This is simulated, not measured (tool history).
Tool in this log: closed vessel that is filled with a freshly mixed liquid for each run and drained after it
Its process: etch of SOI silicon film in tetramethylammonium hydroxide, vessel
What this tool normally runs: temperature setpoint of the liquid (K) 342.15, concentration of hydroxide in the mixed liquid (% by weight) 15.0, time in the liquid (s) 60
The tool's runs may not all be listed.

run,hour,temperature setpoint of the liquid (K),concentration of hydroxide in the mixed liquid (% by weight),time in the liquid (s),"read-back film thickness of the SOI silicon film reference wafer, read on the same gauge (nm)",thickness taken off the SOI silicon film on a monitor wafer (angstrom)
1,0.0,342.15,13.5,60,129.99,3316.4
2,7.6,338.65,15.0,60,130.01,2545.1
3,25.4,338.65,15.0,60,129.97,2543.2
4,42.4,338.65,15.0,60,129.99,2576.5
5,57.8,348.15,15.0,60,129.98,4383.5
# hour 61.1: gauge calibrated
# hour 68.0: thermometer replaced
6,71.8,348.15,15.0,60,130.02,4422.4
7,79.3,348.15,15.0,60,130.01,4464.6
8,95.9,342.15,15.0,45,130.03,2365.4
9,106.2,348.65,15.0,30,130.02,2291.8
10,121.1,342.15,15.0,60,129.99,3165.6
11,133.1,346.65,16.0,95,130.02,6312.8
# hour 147.9: hydroxide flow meter replaced
12,149.0,342.15,15.0,45,129.99,2369.9
13,160.5,345.15,17.5,30,129.99,1769.7
14,173.9,342.15,15.0,80,129.99,4195.2
15,185.7,338.65,17.5,90,130.00,3603.5
# hour 190.3: gauge calibrated
16,202.5,334.15,15.0,60,130.00,1938.3

Below are 3 alternative next runs, each starting from the tool's condition after run 16. Predict each:
A,203.2,342.15,15.0,60,?,?
B,203.2,342.15,17.0,95,?,?
C,203.2,337.65,13.0,45,?,?

run,"read-back film thickness of the SOI silicon film reference wafer, read on the same gauge (nm)",thickness taken off the SOI silicon film on a monitor wafer (angstrom)
A,129.99,3119.4
B,129.99,4730.9
C,129.99,1921.9
Stripped of hidden state, with their random variation kept, the same runs would have yielded:
run,thickness taken off the SOI silicon film on a monitor wafer (angstrom)
A,3119.4
B,4730.9
C,1921.9
